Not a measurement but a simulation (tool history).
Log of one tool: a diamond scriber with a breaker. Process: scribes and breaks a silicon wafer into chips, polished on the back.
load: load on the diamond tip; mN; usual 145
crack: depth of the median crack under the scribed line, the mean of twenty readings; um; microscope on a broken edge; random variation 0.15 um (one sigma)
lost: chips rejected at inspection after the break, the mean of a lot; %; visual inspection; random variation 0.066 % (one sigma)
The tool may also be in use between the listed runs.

| run | hour | load | wafers since the last listed run | hours since the diamond tip was replaced | hours since the load on the tip was calibrated | incoming depth of the damage left on the back of the incoming wafer, um | crack | lost |
|---|---|---|---|---|---|---|---|---|
| 1 | 0 | 129 | 0 | 138.3 | 765.1 | 0.04 | 7.16 | 2.61 |
| 2 | 47.7 | 129 | 128 | 186 | 812.8 | 0.02 | 7.27 | 2.64 |
| 3 | 106.3 | 129 | 157 | 244.6 | 871.4 | 0.05 | 7.3 | 2.59 |
| 4 | 179.1 | 145 | 196 | 317.4 | 944.2 | 0.04 | 8.11 | 1.2 |
| 5 | 263.5 | 145 | 227 | 401.8 | 1028.6 | 0.03 | 8.2 | 1.15 |
| 6 | 342.9 | 145 | 214 | 481.2 | 1108 | 0.04 | 8.2 | 1.27 |
| 7 | 389.9 | 176 | 126 | 528.2 | 1155 | 0.05 | 9.44 | 4.68 |
| 8 | 456.8 | 121 | 180 | 595.1 | 1221.9 | 0.05 | 6.6 | 4.75 |
|  | 514.8 | load on the tip recalibrated |
| 9 | 540 | 116 | 218 | 678.3 | 25.2 | 0.03 | 6.18 | 6.67 |
| 10 | 618.8 | 180 | 212 | 757.1 | 104 | 0.05 | 9.53 | 4.71 |
| 11 | 696.6 | 186 | 209 | 834.9 | 181.8 | 0.04 | 10.62 | 6.86 |
|  | 715.2 | diamond tip replaced by a new one |
| 12 | 791.7 | 129 | 251 | 76.5 | 276.9 | 0.04 | 7.19 | 2.72 |
| 13 | 871.8 | 167 | 215 | 156.6 | 357 | 0.02 | 9.38 | 3.12 |
| 14 | 953.3 | 171 | 219 | 238.1 | 438.5 | 0.02 | 9.48 | 3.63 |
| 15 | 1030 | 145 | 206 | 314.8 | 515.2 | 0.03 | 7.99 | 1.15 |

What the log doesn't show, run by run:
share of the diamond tip's cutting effectiveness lost through wear, %: 0 in every run
deviation of the load on the tip from its setpoint, %: 0 in every run
